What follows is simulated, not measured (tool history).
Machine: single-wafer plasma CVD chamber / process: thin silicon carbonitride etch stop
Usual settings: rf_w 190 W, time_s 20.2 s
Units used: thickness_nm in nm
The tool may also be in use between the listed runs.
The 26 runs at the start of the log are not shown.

run,day,rf_w,time_s,"read-back reference wafer on the same gauge, thickness_nm",thickness_nm
27,16.350,190,24.1,10.999,13.755
28,16.821,160,23.1,11.002,12.616
29,17.133,225,18.2,10.999,10.820
30,17.412,155,22.5,11.000,12.166
31,17.771,155,19.1,10.997,10.366
32,18.142,205,20.2,11.000,11.696
33,18.688,210,18.9,10.998,11.002
34,19.350,190,20.2,10.997,11.477
35,19.633,170,18.5,11.001,10.239

Here are 5 independent what-if runs from the current tool condition. What would each one return?
A,19.650,225,20.2,?,?
B,19.650,170,22.4,?,?
C,19.650,170,23.7,?,?
D,19.650,165,16.2,?,?
E,19.650,160,21.9,?,?

run,"read-back reference wafer on the same gauge, thickness_nm",thickness_nm
A,10.999,11.995
B,10.999,12.424
C,10.999,13.145
D,10.999,8.922
E,10.999,11.974
With the hidden condition removed and each run's random variation left untouched, the same runs would have given:
run,thickness_nm
A,12.111
B,12.543
C,13.271
D,9.008
E,12.090
